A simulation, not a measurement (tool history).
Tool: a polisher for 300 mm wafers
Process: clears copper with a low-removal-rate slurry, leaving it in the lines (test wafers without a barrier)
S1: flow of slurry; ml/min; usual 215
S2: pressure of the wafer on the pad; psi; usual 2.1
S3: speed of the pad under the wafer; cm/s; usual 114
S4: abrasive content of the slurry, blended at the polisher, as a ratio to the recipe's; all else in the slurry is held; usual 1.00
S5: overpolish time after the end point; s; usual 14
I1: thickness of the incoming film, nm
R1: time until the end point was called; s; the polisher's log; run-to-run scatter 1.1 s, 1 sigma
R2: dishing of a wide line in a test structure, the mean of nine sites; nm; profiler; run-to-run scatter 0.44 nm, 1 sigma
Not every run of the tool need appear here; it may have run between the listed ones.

{"run": 1, "hour": 0.0, "S1": 215, "S2": 2.1, "S3": 114, "S4": 1.1, "S5": 14, "I1": 245.6, "R1": 112.9, "R2": 20.5}
{"run": 2, "hour": 35.3, "S1": 215, "S2": 2.1, "S3": 114, "S4": 1.1, "S5": 14, "I1": 252.6, "R1": 117.5, "R2": 19.5}
{"run": 3, "hour": 60.2, "S1": 215, "S2": 2.1, "S3": 114, "S4": 1.1, "S5": 14, "I1": 249.5, "R1": 115.4, "R2": 19.6}
{"run": 4, "hour": 84.8, "S1": 215, "S2": 1.6, "S3": 114, "S4": 1.0, "S5": 14, "I1": 251.6, "R1": 156.8, "R2": 15.4}
{"hour": 96.4, "done": "slurry nozzle cleaned"}
{"run": 5, "hour": 98.1, "S1": 215, "S2": 2.1, "S3": 94, "S4": 1.0, "S5": 14, "I1": 253.7, "R1": 150.8, "R2": 16.3}
{"run": 6, "hour": 124.2, "S1": 215, "S2": 2.1, "S3": 94, "S4": 1.0, "S5": 14, "I1": 252.0, "R1": 149.8, "R2": 16.2}
{"hour": 137.2, "done": "worn pad replaced by a new one, of another model than before"}
{"hour": 137.8, "done": "head pressure recalibrated"}
{"run": 7, "hour": 145.5, "S1": 215, "S2": 2.1, "S3": 94, "S4": 1.0, "S5": 14, "I1": 253.2, "R1": 127.2, "R2": 17.7}
{"run": 8, "hour": 165.6, "S1": 215, "S2": 2.1, "S3": 114, "S4": 1.0, "S5": 14, "I1": 250.5, "R1": 120.1, "R2": 19.2}
{"run": 9, "hour": 189.0, "S1": 215, "S2": 2.1, "S3": 114, "S4": 1.0, "S5": 14, "I1": 249.7, "R1": 118.3, "R2": 19.5}
{"hour": 192.6, "done": "slurry blender recalibrated"}
{"run": 10, "hour": 224.9, "S1": 215, "S2": 2.1, "S3": 114, "S4": 1.15, "S5": 14, "I1": 247.0, "R1": 114.4, "R2": 20.5}
{"run": 11, "hour": 251.2, "S1": 215, "S2": 2.4, "S3": 114, "S4": 1.0, "S5": 10, "I1": 253.1, "R1": 114.1, "R2": 15.3}
{"run": 12, "hour": 266.6, "S1": 235, "S2": 2.5, "S3": 114, "S4": 1.25, "S5": 14, "I1": 250.8, "R1": 103.3, "R2": 22.8}
{"run": 13, "hour": 282.7, "S1": 215, "S2": 2.1, "S3": 114, "S4": 1.0, "S5": 14, "I1": 246.4, "R1": 118.8, "R2": 19.1}
{"run": 14, "hour": 295.0, "S1": 275, "S2": 1.7, "S3": 84, "S4": 1.25, "S5": 14, "I1": 252.4, "R1": 141.0, "R2": 17.3}
{"hour": 315.3, "done": "worn pad replaced by a new one"}
{"run": 15, "hour": 319.7, "S1": 215, "S2": 2.7, "S3": 126, "S4": 0.75, "S5": 14, "I1": 250.7, "R1": 104.4, "R2": 21.0}
{"run": 16, "hour": 344.3, "S1": 215, "S2": 2.1, "S3": 114, "S4": 1.0, "S5": 14, "I1": 245.2, "R1": 116.0, "R2": 19.6}
{"hour": 355.4, "done": "slurry nozzle cleaned"}
{"run": 17, "hour": 374.3, "S1": 215, "S2": 2.1, "S3": 90, "S4": 1.0, "S5": 8, "I1": 253.3, "R1": 135.5, "R2": 10.7}
{"run": 18, "hour": 393.8, "S1": 215, "S2": 2.1, "S3": 102, "S4": 1.0, "S5": 14, "I1": 248.1, "R1": 128.5, "R2": 19.1}
{"run": 19, "hour": 422.9, "S1": 215, "S2": 2.1, "S3": 114, "S4": 1.0, "S5": 14, "I1": 246.1, "R1": 120.1, "R2": 19.5}
{"run": 20, "hour": 446.7, "S1": 170, "S2": 2.1, "S3": 90, "S4": 0.9, "S5": 7, "I1": 248.7, "R1": 146.7, "R2": 8.3}
{"hour": 487.6, "done": "worn pad replaced by a new one"}
{"run": 21, "hour": 509.4, "S1": 215, "S2": 2.1, "S3": 114, "S4": 1.0, "S5": 14, "I1": 248.4, "R1": 117.1, "R2": 19.9}
{"run": 22, "hour": 541.8, "S1": 270, "S2": 2.1, "S3": 124, "S4": 1.0, "S5": 14, "I1": 254.7, "R1": 112.7, "R2": 22.1}
{"run": 23, "hour": 557.3, "S1": 215, "S2": 2.1, "S3": 114, "S4": 1.0, "S5": 14, "I1": 248.4, "R1": 121.1, "R2": 18.9}
{"run": 24, "hour": 587.4, "S1": 160, "S2": 2.1, "S3": 114, "S4": 1.0, "S5": 14, "I1": 249.8, "R1": 125.6, "R2": 18.5}
{"run": 25, "hour": 602.1, "S1": 215, "S2": 1.5, "S3": 124, "S4": 1.0, "S5": 14, "I1": 245.1, "R1": 129.7, "R2": 16.9}
{"hour": 635.3, "done": "slurry nozzle cleaned"}
{"run": 26, "hour": 636.9, "S1": 215, "S2": 2.4, "S3": 114, "S4": 1.0, "S5": 18, "I1": 251.8, "R1": 113.4, "R2": 24.6}
{"run": 27, "hour": 650.6, "S1": 215, "S2": 2.1, "S3": 114, "S4": 1.0, "S5": 14, "I1": 249.2, "R1": 119.1, "R2": 18.8}

For each run, the measured value with the value that run would have given without the tool's hidden condition subtracted. The run-to-run variation is shared by both, the gauge scatter possibly not:
The tool's hidden condition here consists of: removal rate lost through wear of the pad, %; slurry flow missing at the pad, %; deviation of the head's pressure from its setpoint, %; abrasive missing from the slurry, %.
run=1 R1=+3.8 R2=-0.6
run=2 R1=+6.5 R2=-1.0
run=3 R1=+7.4 R2=-1.2
run=4 R1=+10.9 R2=-1.1
run=5 R1=+10.8 R2=-1.2
run=6 R1=+11.2 R2=-1.2
run=7 R1=+1.9 R2=-0.3
run=8 R1=+3.7 R2=-0.6
run=9 R1=+5.2 R2=-0.8
run=10 R1=+6.4 R2=-1.1
run=11 R1=+7.0 R2=-0.9
run=12 R1=+6.5 R2=-1.3
run=13 R1=+7.7 R2=-1.2
run=14 R1=+9.3 R2=-1.1
run=15 R1=+1.1 R2=-0.2
run=16 R1=+3.8 R2=-0.6
run=17 R1=+6.5 R2=-0.5
run=18 R1=+7.1 R2=-1.0
run=19 R1=+7.3 R2=-1.1
run=20 R1=+9.4 R2=-0.6
run=21 R1=+2.9 R2=-0.5
run=22 R1=+4.9 R2=-0.9
run=23 R1=+6.1 R2=-0.9
run=24 R1=+7.2 R2=-1.1
run=25 R1=+7.7 R2=-1.0
run=26 R1=+7.2 R2=-1.5
run=27 R1=+7.7 R2=-1.2
